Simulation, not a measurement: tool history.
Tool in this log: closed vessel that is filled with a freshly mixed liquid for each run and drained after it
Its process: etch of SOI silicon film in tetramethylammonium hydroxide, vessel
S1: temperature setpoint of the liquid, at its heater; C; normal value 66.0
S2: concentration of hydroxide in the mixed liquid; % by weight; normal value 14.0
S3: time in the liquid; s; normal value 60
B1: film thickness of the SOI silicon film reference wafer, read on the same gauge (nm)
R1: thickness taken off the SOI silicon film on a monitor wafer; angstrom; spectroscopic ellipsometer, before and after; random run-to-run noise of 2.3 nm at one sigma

run	day	S1	S2	S3	B1	R1
1	0.000	66.0	14.0	60	150.00	2899.6
2	2.712	66.0	14.0	60	150.00	2931.2
3	5.517	66.0	12.5	60	150.01	3090.4
4	17.738	66.0	12.5	60	150.04	3051.5
5	20.575	66.0	12.5	60	150.01	3071.9
6	25.042	66.0	14.0	60	150.03	2889.8
7	26.729	66.0	14.0	60	150.00	2858.3
8	30.296	66.0	14.0	60	150.01	2854.2
9	32.062	66.0	16.5	35	149.97	1580.4
10	35.833	66.0	14.0	70	149.97	3309.1
11	39.217	66.0	14.0	70	150.02	3311.2
12	41.971	73.0	12.0	90	149.97	6878.3
13	43.746	58.5	14.0	60	150.02	1782.2
14	47.812	59.0	16.0	70	149.99	2025.9
15	51.283	66.0	17.5	85	150.02	3624.6
16	53.196	66.0	14.0	60	149.99	2962.2
17	57.333	66.0	14.0	40	149.98	1982.3
18	61.500	72.0	11.5	95	150.02	7235.7
19	65.954	66.0	14.0	40	149.95	1980.3
20	68.438	66.0	14.0	60	150.00	2921.4
21	72.821	59.5	16.0	30	150.05	928.0
22	75.971	66.0	14.0	60	149.99	2912.2
23	80.388	66.0	10.5	50	150.00	2724.4

Put back what was entered between runs (3 entries, withheld): which listed runs does each sit between, and how does the hidden state differ from the listed run before to the listed run after?
From run 14 to run 15: thermometer replaced (day 48.275)
  hydroxide flow above the setpoint (%): 13 -> 13.7
  the result without the hidden state subtracted from the measured one, R1: -95.1 -> -203.5 angstrom
From run 15 to run 16: hydroxide flow meter replaced (day 52.942)
  hydroxide flow above the setpoint (%): 13.7 -> 0.136
  the result without the hidden state subtracted from the measured one, R1: -203.5 -> -2.1 angstrom
From run 17 to run 18: gauge calibrated (day 60.804)
  hydroxide flow above the setpoint (%): 0.886 -> 1.64
  the result without the hidden state subtracted from the measured one, R1: -8.9 -> -45.8 angstrom

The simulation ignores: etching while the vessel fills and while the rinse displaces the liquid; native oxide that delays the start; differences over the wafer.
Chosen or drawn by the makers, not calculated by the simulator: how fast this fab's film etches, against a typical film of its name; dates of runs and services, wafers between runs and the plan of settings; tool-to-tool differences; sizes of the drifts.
